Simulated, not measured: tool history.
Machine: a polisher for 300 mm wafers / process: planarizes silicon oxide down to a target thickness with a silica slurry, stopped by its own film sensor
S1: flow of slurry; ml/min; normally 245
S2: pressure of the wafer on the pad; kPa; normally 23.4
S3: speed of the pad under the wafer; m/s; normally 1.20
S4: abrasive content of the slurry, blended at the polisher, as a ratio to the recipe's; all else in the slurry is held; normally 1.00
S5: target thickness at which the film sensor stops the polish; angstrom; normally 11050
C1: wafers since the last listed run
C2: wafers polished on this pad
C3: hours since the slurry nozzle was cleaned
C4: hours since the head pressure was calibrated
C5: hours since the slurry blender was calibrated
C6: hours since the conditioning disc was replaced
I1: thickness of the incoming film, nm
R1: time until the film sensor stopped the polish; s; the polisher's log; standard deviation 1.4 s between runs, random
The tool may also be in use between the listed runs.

run   hour   S1    S2    S3    S4     S5   C1    C2     C3     C4     C5     C6      I1     R1
  1    0.0  245  23.4  0.98  1.15  11050    0  1007  296.0  542.3   88.4   38.1  1388.6   99.9
  2   32.0  245  23.4  1.20  1.00  11050  371  1379  328.0  574.3  120.4   70.1  1373.9   87.0
      49.6  -- worn pad replaced by a new one
  3   52.6  245  23.4  1.20  1.00  11050  192    35  348.6  594.9  141.0   90.7  1356.9   83.0
  4   69.3  245  23.4  1.20  1.00  11050  193   229  365.3  611.6  157.7  107.4  1397.7  100.5
  5  102.4  245  23.4  1.20  1.00  11050  384   613  398.4  644.7  190.8  140.5  1357.5   87.0
  6  120.4  205  23.4  1.00  1.00  11050  209   822  416.4  662.7  208.8  158.5  1385.1  114.0
  7  147.5  205  23.4  1.00  1.00  11050  314  1137  443.5  689.8  235.9  185.6  1357.5  101.3
  8  165.0  205  23.4  1.00  1.00  11050  203  1340  461.0  707.3  253.4  203.1  1364.9  107.7
     181.3  -- worn pad replaced by a new one
     187.4  -- slurry nozzle cleaned
  9  194.1  245  23.4  1.20  1.00  11050  279   136    6.7  736.4  282.5  232.2  1400.7  111.5
 10  230.3  245  23.4  1.20  1.00  11050  420   557   42.9  772.6  318.7  268.4  1373.2  102.1
     247.6  -- slurry blender recalibrated
 11  252.7  245  23.4  1.20  1.00  11050  236   794   65.3  795.0    5.1  290.8  1350.5   85.6
 12  282.0  245  23.4  1.20  1.00  11050  340  1134   94.6  824.3   34.4  320.1  1347.5   85.1
     310.4  -- conditioning disc replaced and pad reconditioned
 13  316.3  245  15.2  0.78  0.75  11300  375  1509  128.9  858.6   68.7    5.9  1389.8  163.7
     322.2  -- worn pad replaced by a new one
 14  340.3  245  23.4  1.20  1.00  11050  232   210  152.9  882.6   92.7   29.9  1384.4   90.2
 15  365.7  205  23.4  1.00  1.00  11050  294   504  178.3  908.0  118.1   55.3  1383.3  102.6
 16  396.9  245  23.4  0.98  1.00  11050  362   867  209.5  939.2  149.3   86.5  1381.7  104.7
 17  429.9  160  26.2  1.20  1.00  11050  383  1250  242.5  972.2  182.3  119.5  1400.1   96.5
     440.3  -- worn pad replaced by a new one
 18  455.4  245  18.6  1.00  0.85  10570  249   174  268.0  997.7  207.8  145.0  1372.4  148.6
     474.8  -- head pressure recalibrated
 19  485.8  245  23.4  1.20  1.00  11050  329   504  298.4   11.0  238.2  175.4  1383.4   96.8
 20  513.1  245  25.5  1.20  1.00  11050  317   821  325.7   38.3  265.5  202.7  1395.1   96.8
 21  558.2  245  23.4  1.20  1.00  11050  523  1345  370.8   83.4  310.6  247.8  1386.0  104.2
     577.2  -- worn pad replaced by a new one
 22  584.0  245  23.4  1.08  1.25  11050  253    78  396.6  109.2  336.4  273.6  1380.9  105.5
 23  619.9  280  17.2  1.20  1.00  11050  416   495  432.5  145.1  372.3  309.5  1374.8  138.4
     630.5  -- slurry blender recalibrated
 24  648.2  245  23.4  1.20  1.00  11780  305   801  460.8  173.4   17.7  337.8  1359.2   63.1

Subtracting, for every run, the result it would have given without the tool's unlogged condition from the measured result gives the following. The same run-to-run variation enters both numbers; the gauge's scatter may not:
Hidden conditions of the tool in this case: removal rate lost through wear of the pad, %; slurry flow missing at the pad, %; deviation of the head's pressure from its setpoint, %; abrasive missing from the slurry, %; time polished since the conditioner stopped cutting, s.
run     R1
  1   +3.3
  2   +4.7
  3   +5.4
  4   +7.4
  5   +8.1
  6  +11.3
  7  +11.7
  8  +13.7
  9  +17.3
 10  +18.7
 11   +8.9
 12   +9.7
 13   +2.3
 14   +2.6
 15   +4.1
 16   +5.8
 17   +8.0
 18  +12.4
 19  +11.0
 20  +13.3
 21  +17.4
 22  +18.6
 23  +28.1
 24   +7.6
